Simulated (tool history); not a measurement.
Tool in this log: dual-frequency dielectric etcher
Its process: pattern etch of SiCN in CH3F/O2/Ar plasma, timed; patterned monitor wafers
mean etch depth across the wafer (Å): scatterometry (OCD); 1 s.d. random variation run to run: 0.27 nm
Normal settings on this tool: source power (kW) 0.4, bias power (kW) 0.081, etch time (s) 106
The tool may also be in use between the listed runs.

run	day	source power (kW)	bias power (kW)	etch time (s)	wafers since the last listed run	hours since the last wet clean	hours since the last source power generator calibration	hours since the last bias power generator calibration	hours since the last upper electrode change	hours since the gauge calibration	read-back reference wafer on the same gauge, depth_nm	mean etch depth across the wafer (Å)
1	0	0.4	0.081	106	0	343.6	2995.2	1083.6	4504.9	1529.9	39.29	371.3
2	2.388	0.4	0.081	106	368	400.9	3052.5	1140.9	4562.2	1587.2	39.12	372.7
3	3.862	0.4	0.081	106	227	436.3	3087.9	1176.3	4597.6	1622.6	39.24	371.1
4	5.125	0.42	0.081	106	194	466.6	3118.2	1206.6	4627.9	1652.9	39	376.2
5	7.679	0.4	0.081	106	393	527.9	3179.5	1267.9	4689.2	1714.2	38.97	368.3
6	9.108	0.4	0.081	106	220	562.2	3213.8	1302.2	4723.5	1748.5	38.82	371.3
# day 9.396: source power generator calibrated
7	10.625	0.4	0.081	106	208	598.6	29.5	1338.6	4759.9	1784.9	38.8	368.2
# day 12.625: wet clean of the chamber
8	12.646	0.4	0.081	106	157	0.5	78	1387.1	4808.4	1833.4	38.78	366.1
9	13.692	0.4	0.081	106	161	25.6	103.1	1412.2	4833.5	1858.5	38.71	360.8
# day 14.125: gauge calibrated
10	15.962	0.4	0.092	106	350	80.1	157.6	1466.7	4888	44.1	41.6	410.1
11	18.588	0.4	0.092	106	404	143.1	220.6	1529.7	4951	107.1	41.65	416.3
# day 20.471: upper electrode replaced
12	21.112	0.4	0.092	106	235	203.7	281.2	1590.3	15.4	167.7	41.56	416.7
13	22.158	0.48	0.075	94.5	161	228.8	306.3	1615.4	40.5	192.8	41.39	366.8
14	25.038	0.45	0.069	132.5	443	297.9	375.4	1684.5	109.6	261.9	41.36	487.1
15	26.633	0.5	0.081	95.5	246	336.2	413.7	1722.8	147.9	300.2	41.42	391.4
16	29.196	0.47	0.068	106	395	397.7	475.2	1784.3	209.4	361.7	41.15	390.2
# day 30.05: bias power generator calibrated
17	31.958	0.4	0.095	116	400	464	541.5	45.8	275.7	428	41.07	454.6
18	33.038	0.4	0.081	106	166	489.9	567.4	71.7	301.6	453.9	41.06	390.7
19	34.275	0.4	0.099	132	190	519.6	597.1	101.4	331.3	483.6	41.02	525
20	35.562	0.47	0.081	124.5	198	550.5	628	132.3	362.2	514.5	40.94	489.2

Forecast run 21:
# day 37.233: wet clean of the chamber
21	37.254	0.4	0.064	120	106	0.5	668.6	172.9	402.8	555.1	?	?

read-back reference wafer on the same gauge, depth_nm: 40.86
mean etch depth across the wafer (Å): 392.3
Were there no unlogged condition in the tool, this run, its random variation unchanged, would have produced mean etch depth across the wafer (Å) 402.4.

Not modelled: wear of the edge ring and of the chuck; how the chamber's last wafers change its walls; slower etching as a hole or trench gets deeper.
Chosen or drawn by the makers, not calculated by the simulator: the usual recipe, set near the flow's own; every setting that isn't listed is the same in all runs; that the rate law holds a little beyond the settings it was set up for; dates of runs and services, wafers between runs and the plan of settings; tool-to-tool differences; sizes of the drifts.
